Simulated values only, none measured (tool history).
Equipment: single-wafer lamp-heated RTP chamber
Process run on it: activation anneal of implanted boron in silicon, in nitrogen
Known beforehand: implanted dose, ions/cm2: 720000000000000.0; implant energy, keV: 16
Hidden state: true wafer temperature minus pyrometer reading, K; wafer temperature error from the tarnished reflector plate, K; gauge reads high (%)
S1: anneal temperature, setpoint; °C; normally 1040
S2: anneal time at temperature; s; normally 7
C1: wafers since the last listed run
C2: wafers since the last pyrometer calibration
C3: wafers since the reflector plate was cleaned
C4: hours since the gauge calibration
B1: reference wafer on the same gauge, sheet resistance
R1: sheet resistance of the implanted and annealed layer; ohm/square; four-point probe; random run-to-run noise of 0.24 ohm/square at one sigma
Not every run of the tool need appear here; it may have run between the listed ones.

run     day    S1  S2    C1    C2    C3     C4      B1      R1
  1       0  1040   7     0  1875  5435  118.8  180.33   156.4
  2   0.946  1040   7   294  2169  5730  141.5  180.19  155.76
  3   1.729  1040   7   244  2413  5974  160.3   180.1  156.45
  4   2.942  1040   7   377  2791  6352  189.4  180.02   155.7
  5   3.975  1040   7   321  3113  6674  214.2  179.96  155.65
      5.142  -- gauge calibrated
  6   5.179  1040   7   375  3488  7049    0.9  181.93  157.75
      6.046  -- pyrometer window cleaned and pyrometer calibrated
  7   6.075  1058   7   175     9  7224   22.4  181.37  156.02
  8   7.254  1040  10   367   376  7592   50.7     181  156.19
  9   7.871  1040  11   192   569  7784   65.5   180.8  156.24
 10     8.6  1040   8   227   796  8011     83  180.64   156.2
 11   9.967  1030   3   425  1222  8437  115.8  180.42   157.9
     10.388  -- reflector plate cleaned
 12  10.529  1065   7    71  1293    44  129.3  180.32  155.32
 13  11.688  1040   7   360  1654   405  157.1  180.16  156.25
 14  12.488  1016   9   249  1903   654  176.3  180.11  158.36
     14.475  -- gauge calibrated
 15  16.271  1051   4  1178  3082  1833   43.1  181.17  156.72
 16  16.771  1055  10   155  3238  1989   55.1  180.99  155.87

Below are 5 alternative next runs, each starting from the tool's condition after run 16. Predict each:
  A  16.788  1040   7   5  3243  1994  55.5   ?   ?
  B  16.788  1032   3   5  3243  1994  55.5   ?   ?
  C  16.788  1026  10   5  3243  1994  55.5   ?   ?
  D  16.788  1018   7   5  3243  1994  55.5   ?   ?
  E  16.788  1027   5   5  3243  1994  55.5   ?   ?

run      B1      R1
  A  181.03   156.9
  B  181.03  158.35
  C  181.03   157.6
  D  181.03  159.25
  E  181.03  158.45
Stripped of hidden state, with their random variation kept, the same runs would have yielded:
run      R1
  A  157.75
  B  159.22
  C  158.46
  D  160.12
  E  159.31

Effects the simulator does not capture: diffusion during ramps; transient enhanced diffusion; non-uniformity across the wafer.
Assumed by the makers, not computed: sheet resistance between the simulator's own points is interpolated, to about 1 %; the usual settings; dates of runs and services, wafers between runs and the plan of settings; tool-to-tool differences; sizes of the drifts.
